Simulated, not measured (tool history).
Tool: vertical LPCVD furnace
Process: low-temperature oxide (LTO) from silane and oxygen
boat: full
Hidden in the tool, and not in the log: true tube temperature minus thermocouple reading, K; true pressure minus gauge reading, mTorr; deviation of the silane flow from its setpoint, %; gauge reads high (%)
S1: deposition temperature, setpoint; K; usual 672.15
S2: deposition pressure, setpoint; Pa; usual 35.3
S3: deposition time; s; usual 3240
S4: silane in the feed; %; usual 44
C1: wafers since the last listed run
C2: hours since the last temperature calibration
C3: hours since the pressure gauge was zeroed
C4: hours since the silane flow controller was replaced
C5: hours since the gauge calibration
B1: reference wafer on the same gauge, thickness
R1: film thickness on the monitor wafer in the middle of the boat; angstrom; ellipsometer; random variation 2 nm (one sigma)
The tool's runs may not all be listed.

run,hour,S1,S2,S3,S4,C1,C2,C3,C4,C5,B1,R1
1,0,672.15,35.3,3240,44,0,4724.9,1663.2,2043.1,734,641.94,6856.7
2,33.7,672.15,35.3,3240,44,366,4758.6,1696.9,2076.8,767.7,642.18,6853.2
# hour 60.2: gauge calibrated
3,68.3,672.15,35.3,3240,44,375,4793.2,1731.5,2111.4,8.1,641.27,6831.8
4,91,672.15,35.3,3240,44,246,4815.9,1754.2,2134.1,30.8,642.08,6834.1
5,122.8,672.15,35.3,3240,44,345,4847.7,1786,2165.9,62.6,642.44,6879.9
6,145.1,672.15,35.3,3240,44,242,4870,1808.3,2188.2,84.9,642.37,6881.4
7,176.2,672.15,35.3,3240,44,337,4901.1,1839.4,2219.3,116,641.96,6889.3
8,194.6,672.15,35.3,3240,44,199,4919.5,1857.8,2237.7,134.4,641.93,6886.4
9,207.6,672.15,35.3,3240,44,141,4932.5,1870.8,2250.7,147.4,642.68,6860.9
10,223.9,672.15,42.7,3720,44,177,4948.8,1887.1,2267,163.7,641.83,9468.8
11,248.8,661.15,40.7,3240,40,270,4973.7,1912,2291.9,188.6,642.45,6304.4
12,269.9,669.15,39.3,2280,40,229,4994.8,1933.1,2313,209.7,641.54,4694.2
13,305,672.15,35.3,3240,44,381,5029.9,1968.2,2348.1,244.8,641.04,6886.1
# hour 335.5: thermocouples replaced and temperature profile calibrated
14,336.3,678.15,35.3,3240,44,79,0.8,1999.5,2379.4,276.1,641.94,7361.8
15,351,672.15,35.3,3240,44,159,15.5,2014.2,2394.1,290.8,641.73,6913
# hour 380.5: silane flow controller replaced
16,381,672.15,35.3,3240,44,65,45.5,2044.2,0.5,320.8,641.56,6682.5
17,387.8,672.15,35.3,3240,47,73,52.3,2051,7.3,327.6,641.57,7140.1
18,421.7,672.15,35.3,2130,47,368,86.2,2084.9,41.2,361.5,641.45,4728.7
# hour 466.7: pressure gauge zeroed
19,467.2,672.15,35.3,3240,39,233,131.7,0.5,86.7,407,641.99,5694.1
20,471.1,662.15,38.7,3240,44,42,135.6,4.4,90.6,410.9,641.51,6369.9
21,500,661.15,40,2430,44,313,164.5,33.3,119.5,439.8,641.44,4923.8
22,591.3,672.15,44,3240,44,991,255.8,124.6,210.8,531.1,642,8153.5
23,624.2,672.15,35.3,3240,44,357,288.7,157.5,243.7,564,641.84,6526.4
24,638.2,672.15,35.3,3240,44,152,302.7,171.5,257.7,578,641.1,6547.5
25,651.9,672.15,29.3,2160,44,148,316.4,185.2,271.4,591.7,642.44,3644.5
26,676.4,672.15,35.3,3240,44,266,340.9,209.7,295.9,616.2,642.11,6554.5
27,708.6,672.15,35.3,3240,49,349,373.1,241.9,328.1,648.4,642.52,7279.5
28,727.8,672.15,35.3,3240,44,208,392.3,261.1,347.3,667.6,640.9,6588.3
29,776.6,672.15,35.3,3240,44,530,441.1,309.9,396.1,716.4,641.84,6571.9
30,798.2,661.15,35.3,3240,40,234,462.7,331.5,417.7,738,641.46,5228.4
31,819.2,669.15,35.3,4530,49,228,483.7,352.5,438.7,759,641.2,9861

The same runs without the tool's hidden state, with the same run-to-run variation:
run,R1
1,6491.8
2,6482.3
3,6455.9
4,6453.9
5,6491.3
6,6488.7
7,6490.5
8,6484.3
9,6458
10,8951.7
11,5900
12,4390.9
13,6464
14,6909.6
15,6480.9
16,6468.3
17,6911.9
18,4573.3
19,5643.2
20,6319.3
21,4881.4
22,8068.2
23,6442.7
24,6460.9
25,3588.9
26,6460.4
27,7179.8
28,6483.8
29,6458.3
30,5125
31,9697.1

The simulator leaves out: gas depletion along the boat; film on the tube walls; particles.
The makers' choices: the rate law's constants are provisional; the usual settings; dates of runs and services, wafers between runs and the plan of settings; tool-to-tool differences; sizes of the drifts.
